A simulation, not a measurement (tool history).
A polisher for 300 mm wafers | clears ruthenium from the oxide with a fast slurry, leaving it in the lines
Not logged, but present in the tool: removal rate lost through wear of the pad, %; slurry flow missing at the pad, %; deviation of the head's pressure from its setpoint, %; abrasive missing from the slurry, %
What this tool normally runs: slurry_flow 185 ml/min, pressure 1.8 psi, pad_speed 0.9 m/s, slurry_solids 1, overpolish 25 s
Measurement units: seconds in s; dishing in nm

run	hour	slurry_flow	pressure	pad_speed	slurry_solids	overpolish	wafers since the last listed run	wafers polished on this pad	hours since the slurry nozzle was cleaned	hours since the head pressure was calibrated	hours since the slurry blender was calibrated	incoming thickness of the incoming film, nm	seconds	dishing
1	0	185	1.8	0.9	1	25	0	2949	3.1	124	9.4	141.3	63.3	40.7
2	37.6	185	1.8	0.9	1	25	501	3451	40.7	161.6	47	138	63.3	40.4
# hour 64.9: worn pad replaced by a new one
3	74.2	135	1.8	0.9	1.1	25	434	124	77.3	198.2	83.6	140.9	65.1	40.4
4	144.7	185	1.8	0.9	1	25	940	1064	147.8	268.7	154.1	139.6	65.7	38.9
# hour 219.4: head pressure recalibrated
5	229.7	185	1.8	0.9	1	25	1106	2171	232.8	10.3	239.1	139.9	56.5	42.1
# hour 288.2: slurry blender recalibrated
6	292.9	185	1.8	0.9	1	25	816	2987	296	73.5	4.7	142.6	59	42.9
7	338.2	185	1.8	0.9	1	25	604	3591	341.3	118.8	50	140.9	58.5	43.1
# hour 360.8: worn pad replaced by a new one
8	410.7	185	1.8	0.9	1	25	913	665	413.8	191.3	122.5	140.4	59.9	42.7
# hour 422.3: slurry nozzle cleaned
# hour 440.4: head pressure recalibrated, repeated, since the last time left the tool worse
9	488.4	185	1.8	0.9	1	25	996	1661	66.1	48	200.2	139.8	63.5	39.6
10	529.3	135	1.8	0.9	1	25	545	2206	107	88.9	241.1	139.5	68.8	36.8
11	585.2	185	1.8	0.9	1	25	745	2952	162.9	144.8	297	139	65.7	37.6
# hour 588: slurry blender recalibrated
12	660.1	185	1.8	0.9	1	25	972	3924	237.8	219.7	72.1	140.2	67.1	37.6
# hour 668.6: worn pad replaced by a new one
# hour 716.9: head pressure recalibrated
13	734.9	185	2.4	1.02	1.15	25	917	857	312.6	18	146.9	142	43.6	55.6
14	801.4	185	2	0.9	1	25	886	1744	379.1	84.5	213.4	141.1	60.7	41.5
# hour 847.5: slurry nozzle cleaned
15	867.2	185	1.8	1.08	1	25	864	2608	19.7	150.3	279.2	141.8	55.9	45.7
# hour 896.9: slurry blender recalibrated
16	920.9	150	1.8	1.18	1	25	689	3297	73.4	204	24	140.9	52.7	43.8
# hour 961.4: worn pad replaced by a new one
17	1017.9	185	1.5	1.2	1	25	1240	753	170.4	301	121	141	58	42.8
# hour 1048.7: head pressure recalibrated
18	1122.7	145	1.8	0.9	1	25	1370	2124	275.2	74	225.8	141.8	67.4	39.2
19	1169.2	185	1.2	0.9	1	25	620	2745	321.7	120.5	272.3	139.4	81.6	32.2
# hour 1211.6: worn pad replaced by a new one
# hour 1242.2: slurry blender recalibrated
20	1269	185	1.8	1.02	1	29	1250	738	421.5	220.3	26.8	140	57.9	48.2
21	1336.6	185	1.8	0.9	1	25	901	1639	489.1	287.9	94.4	139.2	65.9	38.7
# hour 1358.1: slurry nozzle cleaned
# hour 1367: head pressure recalibrated
22	1409.1	185	1.8	1	1.2	25	926	2566	51	42.1	166.9	139.6	51.5	47.9

How the hidden state differs across the entries between the runs, from the last listed run before each to the first after it:
In the gap between runs 2 and 3: worn pad replaced by a new one (hour 64.9)
  deviation of the head's pressure from its setpoint, %: -1.27 -> -2.44
  measured minus no-state result, seconds: +0.6 -> +1 s; dishing: -0.3 -> -0.5 nm
In the gap between runs 4 and 5: head pressure recalibrated (hour 219.4)
  deviation of the head's pressure from its setpoint, %: -4.69 -> 15.5
  measured minus no-state result, seconds: +2.1 -> -5.9 s; dishing: -1 -> +3.1 nm
In the gap between runs 5 and 6: slurry blender recalibrated (hour 288.2)
  deviation of the head's pressure from its setpoint, %: 15.5 -> 13.5
  measured minus no-state result, seconds: -5.9 -> -5.3 s; dishing: +3.1 -> +2.9 nm
In the gap between runs 7 and 8: worn pad replaced by a new one (hour 360.8)
  deviation of the head's pressure from its setpoint, %: 12 -> 9.7
  measured minus no-state result, seconds: -4.7 -> -3.9 s; dishing: +2.6 -> +2.1 nm
In the gap between runs 8 and 9: slurry nozzle cleaned (hour 422.3); head pressure recalibrated, repeated, since the last time left the tool worse (hour 440.4)
  deviation of the head's pressure from its setpoint, %: 9.7 -> -2.16
  measured minus no-state result, seconds: -3.9 -> +0.9 s; dishing: +2.1 -> -0.5 nm
In the gap between runs 11 and 12: slurry blender recalibrated (hour 588)
  deviation of the head's pressure from its setpoint, %: -5.24 -> -7.63
  measured minus no-state result, seconds: +2.3 -> +3.4 s; dishing: -1.1 -> -1.6 nm
In the gap between runs 12 and 13: worn pad replaced by a new one (hour 668.6); head pressure recalibrated (hour 716.9)
  deviation of the head's pressure from its setpoint, %: -7.63 -> -1.89
  measured minus no-state result, seconds: +3.4 -> +0.6 s; dishing: -1.6 -> -0.5 nm
In the gap between runs 14 and 15: slurry nozzle cleaned (hour 847.5)
  deviation of the head's pressure from its setpoint, %: -4.01 -> -6.11
  measured minus no-state result, seconds: +1.7 -> +2.3 s; dishing: -0.9 -> -1.5 nm
In the gap between runs 15 and 16: slurry blender recalibrated (hour 896.9)
  deviation of the head's pressure from its setpoint, %: -6.11 -> -7.83
  measured minus no-state result, seconds: +2.3 -> +2.7 s; dishing: -1.5 -> -1.8 nm
In the gap between runs 16 and 17: worn pad replaced by a new one (hour 961.4)
  deviation of the head's pressure from its setpoint, %: -7.83 -> -10.9
  measured minus no-state result, seconds: +2.7 -> +4.3 s; dishing: -1.8 -> -2.5 nm
In the gap between runs 17 and 18: head pressure recalibrated (hour 1048.7)
  deviation of the head's pressure from its setpoint, %: -10.9 -> -1.84
  measured minus no-state result, seconds: +4.3 -> +0.9 s; dishing: -2.5 -> -0.4 nm
In the gap between runs 19 and 20: worn pad replaced by a new one (hour 1211.6); slurry blender recalibrated (hour 1242.2)
  deviation of the head's pressure from its setpoint, %: -3.32 -> -6.51
  measured minus no-state result, seconds: +1.8 -> +2.5 s; dishing: -0.6 -> -1.6 nm
In the gap between runs 21 and 22: slurry nozzle cleaned (hour 1358.1); head pressure recalibrated (hour 1367)
  deviation of the head's pressure from its setpoint, %: -8.66 -> 1.12
  measured minus no-state result, seconds: +3.9 -> -0.4 s; dishing: -1.9 -> +0.3 nm
